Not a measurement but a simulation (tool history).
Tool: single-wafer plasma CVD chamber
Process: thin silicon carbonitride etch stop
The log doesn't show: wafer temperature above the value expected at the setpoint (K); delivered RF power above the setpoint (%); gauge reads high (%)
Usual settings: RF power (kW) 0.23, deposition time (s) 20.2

run	hour	RF power (kW)	deposition time (s)	wafers since the last listed run	hours since the last thermocouple change	hours since the last RF generator calibration	hours since the showerhead was replaced	hours since the gauge calibration	read-back reference wafer on the same gauge, thickness_nm	mean film thickness on the monitor wafer (angstrom)
1	0	0.22	20.2	0	1098.6	635.8	3161.8	801.1	12.899	116.07
2	31.8	0.23	20.2	837	1130.4	667.6	3193.6	832.9	12.894	117.78
# hour 64.1: gauge calibrated
3	69.8	0.21	20.2	1001	1168.4	705.6	3231.6	5.7	12.894	114.5
4	137.8	0.23	20.2	1791	1236.4	773.6	3299.6	73.7	12.891	117.66
5	178	0.23	20.2	1059	1276.6	813.8	3339.8	113.9	12.897	117.54
6	233.2	0.23	20.2	1454	1331.8	869	3395	169.1	12.903	117.13
7	262.5	0.23	20.2	771	1361.1	898.3	3424.3	198.4	12.912	117.36
8	321.9	0.23	20.2	1564	1420.5	957.7	3483.7	257.8	12.893	116.93
9	346	0.23	20.2	634	1444.6	981.8	3507.8	281.9	12.902	116.99
10	457.7	0.23	21.2	2942	1556.3	1093.5	3619.5	393.6	12.908	122.69
11	520.2	0.23	21.2	1646	1618.8	1156	3682	456.1	12.913	122.03
# hour 555.5: RF generator calibrated
12	562.8	0.23	23	911	1661.4	7.3	3724.6	498.7	12.906	135.14
13	598.1	0.195	17.8	929	1696.7	42.6	3759.9	534	12.897	99.25
# hour 636.4: showerhead replaced
14	651	0.23	20.2	1182	1749.6	95.5	14.6	586.9	12.893	118.83
# hour 662.2: thermocouple changed; heater temperature recalibrated
15	675.8	0.205	20.2	442	13.6	120.3	39.4	611.7	12.896	114.87
16	712.6	0.2	17.1	969	50.4	157.1	76.2	648.5	12.886	96.07
17	771.1	0.23	20.2	1541	108.9	215.6	134.7	707	12.914	118.72
18	797.6	0.215	20.2	698	135.4	242.1	161.2	733.5	12.918	116.39
# hour 859.3: gauge calibrated
19	1010.1	0.205	16.7	5598	347.9	454.6	373.7	150.8	12.916	94.27
20	1035.8	0.275	23.7	677	373.6	480.3	399.4	176.5	12.903	146.61
21	1072.1	0.215	18	956	409.9	516.6	435.7	212.8	12.915	103.47
22	1140.2	0.23	23	1794	478	584.7	503.8	280.9	12.908	134.62

5 ways to go on from here, each from the tool as it stands after run 22. What would each give?
A	1140.6	0.23	20.2	10	478.4	585.1	504.2	281.3	?	?
B	1140.6	0.275	21.2	10	478.4	585.1	504.2	281.3	?	?
C	1140.6	0.26	18.5	10	478.4	585.1	504.2	281.3	?	?
D	1140.6	0.23	22.4	10	478.4	585.1	504.2	281.3	?	?
E	1140.6	0.195	22.8	10	478.4	585.1	504.2	281.3	?	?

run	read-back reference wafer on the same gauge, thickness_nm	mean film thickness on the monitor wafer (angstrom)
A	12.895	118.35
B	12.895	131.02
C	12.895	112.43
D	12.895	131.24
E	12.895	127.16
Without the tool's hidden state the same runs would have given:
run	mean film thickness on the monitor wafer (angstrom)
A	119.1
B	131.85
C	113.14
D	132.07
E	127.96
